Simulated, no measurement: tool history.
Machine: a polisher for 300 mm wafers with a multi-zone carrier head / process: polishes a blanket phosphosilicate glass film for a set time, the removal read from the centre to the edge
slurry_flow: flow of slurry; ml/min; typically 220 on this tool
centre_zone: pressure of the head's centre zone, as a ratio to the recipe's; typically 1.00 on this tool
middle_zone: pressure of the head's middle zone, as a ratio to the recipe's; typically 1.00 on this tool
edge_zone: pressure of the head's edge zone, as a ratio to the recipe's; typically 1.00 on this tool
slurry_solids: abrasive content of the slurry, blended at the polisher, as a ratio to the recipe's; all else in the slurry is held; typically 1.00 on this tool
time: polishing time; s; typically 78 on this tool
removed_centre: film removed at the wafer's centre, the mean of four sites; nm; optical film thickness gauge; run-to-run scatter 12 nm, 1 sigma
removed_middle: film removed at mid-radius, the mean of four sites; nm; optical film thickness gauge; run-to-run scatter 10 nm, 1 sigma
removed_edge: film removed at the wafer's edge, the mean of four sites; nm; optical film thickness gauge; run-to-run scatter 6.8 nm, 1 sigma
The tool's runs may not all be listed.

run	hour	slurry_flow	centre_zone	middle_zone	edge_zone	slurry_solids	time	incoming thickness of the incoming film, nm	removed_centre	removed_middle	removed_edge
1	0.0	220	1.00	0.93	1.08	1.00	97	3686.3	1061.4	1002.1	1144.9
2	31.5	220	1.00	1.00	1.00	1.00	78	3679.7	845.2	837.9	885.9
3	65.1	220	1.00	1.00	1.00	1.00	78	3596.9	834.4	824.2	873.7
# hour 77.1: carrier head's membrane replaced by a new one
4	97.6	220	1.00	1.09	1.00	1.00	78	3682.4	813.4	856.0	839.8
5	118.5	220	1.07	1.00	1.00	0.75	97	3723.0	838.1	762.2	838.0
6	144.3	220	1.09	1.00	0.89	0.85	69	3646.2	668.3	594.0	597.1
# hour 151.4: worn pad replaced by a new one
# hour 153.3: edge zone pressure recalibrated
7	208.8	220	1.00	1.05	1.04	1.30	97	3599.1	1231.2	1240.6	1324.7
8	237.5	200	1.00	1.00	1.00	1.00	78	3617.8	827.6	833.0	879.9
9	256.6	220	1.00	1.00	1.00	1.00	78	3680.1	830.0	847.3	884.0
# hour 261.6: centre zone pressure recalibrated
10	273.9	220	1.00	1.00	1.05	1.00	88	3614.0	940.6	942.7	1013.9
11	304.1	220	1.00	1.00	1.00	1.00	78	3657.0	799.0	802.9	858.0
# hour 324.6: slurry nozzle cleaned
12	340.1	220	1.08	1.00	1.00	1.00	67	3675.3	752.0	674.6	716.2
13	358.0	220	1.09	1.00	1.00	1.00	78	3716.2	864.0	779.1	817.0
14	375.7	170	1.00	1.00	1.00	1.00	78	3662.4	742.5	730.7	780.5
# hour 388.3: worn pad replaced by a new one
15	393.6	220	1.08	1.00	1.00	1.00	103	3616.1	1241.9	1138.7	1233.7
16	426.2	220	1.08	1.00	1.00	1.00	67	3752.3	830.6	737.9	790.9
17	453.2	220	1.00	1.00	1.00	1.25	78	3613.0	972.4	986.3	1027.4
18	474.6	220	1.00	0.90	1.00	1.00	78	3612.7	846.2	795.0	902.6
19	487.8	250	1.00	1.00	1.03	1.10	78	3692.8	935.1	932.2	979.3
20	516.6	190	1.00	1.00	0.95	0.90	78	3704.6	781.2	758.2	793.4
21	542.1	220	1.00	0.92	1.00	0.85	78	3634.3	741.3	692.1	773.7

Predict each of these 4 candidate next runs independently; none follows another, all start after run 21:
A	542.5	220	1.00	1.00	1.00	1.00	54	3725.9	?	?	?
B	542.5	220	1.00	1.00	1.00	1.00	101	3725.9	?	?	?
C	542.5	220	1.00	1.00	1.00	0.85	97	3725.9	?	?	?
D	542.5	220	1.10	1.00	1.00	0.90	78	3725.9	?	?	?

run	removed_centre	removed_middle	removed_edge
A	582.1	576.9	607.7
B	1088.7	1078.9	1136.7
C	934.5	926.1	975.7
D	862.6	776.2	818.2
Without the tool's unlogged condition, the same runs would have read:
run	removed_centre	removed_middle	removed_edge
A	615.1	609.5	642.2
B	1150.4	1140.1	1201.1
C	987.4	978.6	1030.9
D	911.5	820.2	864.5

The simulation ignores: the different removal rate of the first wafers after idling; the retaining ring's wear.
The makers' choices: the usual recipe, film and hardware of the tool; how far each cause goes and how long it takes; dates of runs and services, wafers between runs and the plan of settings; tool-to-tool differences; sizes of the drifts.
